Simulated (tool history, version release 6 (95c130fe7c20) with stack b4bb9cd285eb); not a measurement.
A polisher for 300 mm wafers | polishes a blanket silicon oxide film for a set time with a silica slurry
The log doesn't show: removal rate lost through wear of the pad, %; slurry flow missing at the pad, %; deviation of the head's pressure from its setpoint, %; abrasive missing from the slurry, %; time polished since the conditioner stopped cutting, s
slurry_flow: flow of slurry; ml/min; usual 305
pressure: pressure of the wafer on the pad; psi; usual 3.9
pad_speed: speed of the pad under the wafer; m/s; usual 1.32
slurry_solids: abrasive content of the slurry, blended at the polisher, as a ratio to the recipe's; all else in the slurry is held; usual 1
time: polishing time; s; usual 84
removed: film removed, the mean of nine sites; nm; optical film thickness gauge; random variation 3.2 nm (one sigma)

run	hour	slurry_flow	pressure	pad_speed	slurry_solids	time	wafers since the last listed run	wafers polished on this pad	hours since the slurry nozzle was cleaned	hours since the head pressure was calibrated	hours since the slurry blender was calibrated	hours since the conditioning disc was replaced	incoming thickness of the incoming film, nm	removed
1	0	240	3.9	1.08	0.75	57	0	2086	557.6	199.8	9.7	474	1808.1	107.9
2	39.8	210	3.9	0.96	1.2	113	356	2442	597.4	239.6	49.5	513.8	1798.4	278.9
# hour 49.5: slurry nozzle cleaned
# hour 85.3: conditioning disc replaced and pad reconditioned
3	109.6	370	5.2	1.32	1.15	60	598	3041	60.1	309.4	119.3	24.3	1796.7	248.9
4	171.1	305	3.9	1.32	1	84	551	3592	121.6	370.9	180.8	85.8	1784.7	258.2
5	214	305	4.3	1.32	1	106	384	3976	164.5	413.8	223.7	128.7	1774.8	339.9
# hour 220.9: worn pad replaced by a new one
6	249.3	305	3.9	1.72	0.9	84	280	254	199.8	449.1	259	164	1836.5	289.6
7	292	305	3.9	1.1	1	84	382	637	242.5	491.8	301.7	206.7	1815.9	221.9
8	338.6	245	3.5	1	0.75	84	417	1054	289.1	538.4	348.3	253.3	1806.3	142.5
9	371.1	360	3.9	1.2	0.9	74	291	1345	321.6	570.9	380.8	285.8	1808.2	188.8
10	412.8	305	3.9	1.32	1	84	373	1719	363.3	612.6	422.5	327.5	1827.9	247.9
11	437	305	3.9	1.32	1	73	216	1936	387.5	636.8	446.7	351.7	1804.2	212.8
# hour 534.2: slurry blender recalibrated
# hour 554.4: conditioning disc replaced and pad reconditioned
12	595.6	305	3.9	1.6	0.7	84	1385	3321	546.1	795.4	61.4	41.2	1824.6	210.2
13	632.9	305	3	1.32	1.3	84	334	3655	583.4	832.7	98.7	78.5	1815.8	252.5
# hour 675.9: slurry nozzle cleaned
14	676.4	410	2.8	0.96	0.8	84	380	4036	0.5	876.2	142.2	122	1774.3	132.3
# hour 708.2: worn pad replaced by a new one
15	739.4	305	3.9	1.32	1	84	528	279	63.5	939.2	205.2	185	1818.4	252.4
16	800	350	3.9	0.96	1.2	74	543	822	124.1	999.8	265.8	245.6	1849.9	194.9
17	861.1	240	4.5	1.32	1	84	547	1369	185.2	1060.9	326.9	306.7	1798	269.3
18	913.2	260	3.4	1.32	0.85	76	466	1836	237.3	1113	379	358.8	1784.7	175.4
19	944.3	305	3.9	1.32	0.85	84	278	2115	268.4	1144.1	410.1	389.9	1817.8	211.4
20	992.7	305	5.1	1.08	0.85	64	433	2548	316.8	1192.5	458.5	438.3	1798.3	168.6
# hour 1006.2: conditioning disc replaced and pad reconditioned
21	1026.2	260	3.9	1.32	1	98	282	2831	350.3	1226	492	20	1805.6	296.6
# hour 1043.9: slurry blender recalibrated
22	1051.8	360	4.8	0.98	1	93	211	3042	375.9	1251.6	7.9	45.6	1817	265.5
23	1118	305	3.9	1.32	1	84	593	3635	442.1	1317.8	74.1	111.8	1828	252.1
# hour 1185.1: head pressure recalibrated
# hour 1191.6: worn pad replaced by a new one
24	1247.5	305	4.6	1.32	1	57	1106	500	571.6	62.4	203.6	241.3	1847.8	190.3

5 ways to go on from here, each from the tool as it stands after run 24. What would each give?
A	1248	305	3.9	1.32	1	84	4	505	572.1	62.9	204.1	241.8	1814.3	?
B	1248	250	3.9	1	1.3	59	4	505	572.1	62.9	204.1	241.8	1814.3	?
C	1248	305	4.6	1.32	1	84	4	505	572.1	62.9	204.1	241.8	1814.3	?
D	1248	225	3.9	1.32	1.15	104	4	505	572.1	62.9	204.1	241.8	1814.3	?
E	1248	305	4.9	1.32	1	84	4	505	572.1	62.9	204.1	241.8	1814.3	?

run	removed
A	254.8
B	166.3
C	286.3
D	336.4
E	299.8
Without the tool's hidden state the same runs would have given:
run	removed
A	263.7
B	170.7
C	297.5
D	348.2
E	312

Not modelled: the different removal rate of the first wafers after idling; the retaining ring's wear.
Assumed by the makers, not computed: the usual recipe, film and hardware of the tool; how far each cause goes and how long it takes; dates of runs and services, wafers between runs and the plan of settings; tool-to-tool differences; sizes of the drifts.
